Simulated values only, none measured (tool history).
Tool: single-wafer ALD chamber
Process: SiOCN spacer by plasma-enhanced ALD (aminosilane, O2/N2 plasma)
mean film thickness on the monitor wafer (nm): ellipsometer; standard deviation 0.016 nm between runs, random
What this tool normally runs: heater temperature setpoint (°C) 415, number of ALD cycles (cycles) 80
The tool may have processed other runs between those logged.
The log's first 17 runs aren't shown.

run	hour	heater temperature setpoint (°C)	number of ALD cycles (cycles)	wafers since the last listed run	hours since the last thermocouple change	hours since the gauge calibration	read-back reference wafer on the same gauge, thickness_nm	mean film thickness on the monitor wafer (nm)
18	1598.5	410	75	312	801	611.2	5.522	4.406
19	1776	420	80	645	978.5	788.7	5.519	4.56
20	1827.4	430	68	186	1029.9	840.1	5.518	3.771
21	1910	408	73	300	1112.5	922.7	5.521	4.311
22	1977.5	429	85	245	1180	990.2	5.525	4.769
23	2035.5	402	80	210	1238	1048.2	5.521	4.8
# hour 2190.2: thermocouple changed; heater temperature recalibrated
24	2190.7	415	80	535	0.5	1203.4	5.519	4.719
25	2249.1	415	72	212	58.9	1261.8	5.517	4.256
26	2302.9	415	80	195	112.7	1315.6	5.521	4.72
# hour 2348.7: gauge calibrated
27	2406.1	401	89	375	215.9	57.4	5.519	5.387
28	2444.3	415	84	138	254.1	95.6	5.519	4.9
29	2528	415	80	304	337.8	179.3	5.523	4.675
30	2634	406	92	385	443.8	285.3	5.521	5.483
31	2691.4	415	80	208	501.2	342.7	5.521	4.64
32	2769.1	404	69	282	578.9	420.4	5.519	4.156

Below are 4 alternative next runs, each starting from the tool's condition after run 32. Predict each:
A	2769.7	415	80	2	579.5	421	?	?
B	2769.7	430	91	2	579.5	421	?	?
C	2769.7	425	72	2	579.5	421	?	?
D	2769.7	427	65	2	579.5	421	?	?

run	read-back reference wafer on the same gauge, thickness_nm	mean film thickness on the monitor wafer (nm)
A	5.523	4.672
B	5.523	5.091
C	5.523	4.087
D	5.523	3.668
With the hidden condition removed and each run's random variation left untouched, the same runs would have given:
run	mean film thickness on the monitor wafer (nm)
A	4.721
B	5.148
C	4.132
D	3.709
